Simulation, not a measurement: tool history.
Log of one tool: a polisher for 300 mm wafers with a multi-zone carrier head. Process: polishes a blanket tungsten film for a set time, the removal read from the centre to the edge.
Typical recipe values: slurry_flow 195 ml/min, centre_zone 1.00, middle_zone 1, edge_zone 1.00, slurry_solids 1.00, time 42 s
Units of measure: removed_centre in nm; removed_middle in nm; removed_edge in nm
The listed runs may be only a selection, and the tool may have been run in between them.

run   hour  slurry_flow  centre_zone  middle_zone  edge_zone  slurry_solids  time  incoming thickness of the incoming film, nm  removed_centre  removed_middle  removed_edge
  1    0.0          195         1.00            1       1.00           1.00    42                                       1429.6           179.3           178.9         178.0
  2   63.7          195         1.00            1       1.00           1.00    42                                       1438.6           183.0           178.6         182.2
  3  129.8          210         1.00            1       1.00           1.00    42                                       1430.7           183.3           180.1         183.3
     139.2  -- slurry nozzle cleaned
     147.9  -- worn pad replaced by a new one
  4  164.0          210         1.00            1       1.00           1.00    42                                       1422.1           183.1           181.4         180.5
  5  218.6          210         1.00            1       1.00           1.00    42                                       1436.5           184.3           181.0         182.3
  6  286.1          195         1.00            1       1.00           1.15    42                                       1426.1           185.9           185.7         183.3
     312.3  -- worn pad replaced by a new one
  7  327.5          195         0.92            1       1.04           1.00    42                                       1444.2           165.9           179.4         185.0
  8  389.7          195         0.97            1       1.00           1.00    42                                       1435.5           175.1           178.4         179.9
     426.1  -- slurry nozzle cleaned
  9  445.4          195         1.00            1       1.00           1.00    42                                       1439.8           179.1           177.6         176.2
 10  480.8          195         1.00            1       1.00           1.00    42                                       1454.7           181.7           177.0         178.4
     510.3  -- worn pad replaced by a new one
 11  550.9          195         1.10            1       1.00           1.20    42                                       1441.3           207.7           184.5         189.3
     556.5  -- edge zone pressure recalibrated
 12  583.7          195         1.00            1       1.00           1.00    52                                       1424.7           225.2           223.8         220.9
     608.1  -- centre zone pressure recalibrated
 13  651.2          260         1.00            1       1.00           0.85    42                                       1457.0           181.7           181.8         182.0

Estimate the outcome of run 14 from the log above:
 14  686.6          195         1.00            1       1.08           1.25    51                                       1424.4               ?               ?             ?

{"run 14": {"removed_centre": 231.0, "removed_middle": 228.2, "removed_edge": 234.9}}
With no hidden state in the tool, this same run would have given removed_centre 231.0 nm, removed_middle 228.2 nm, removed_edge 234.9 nm.
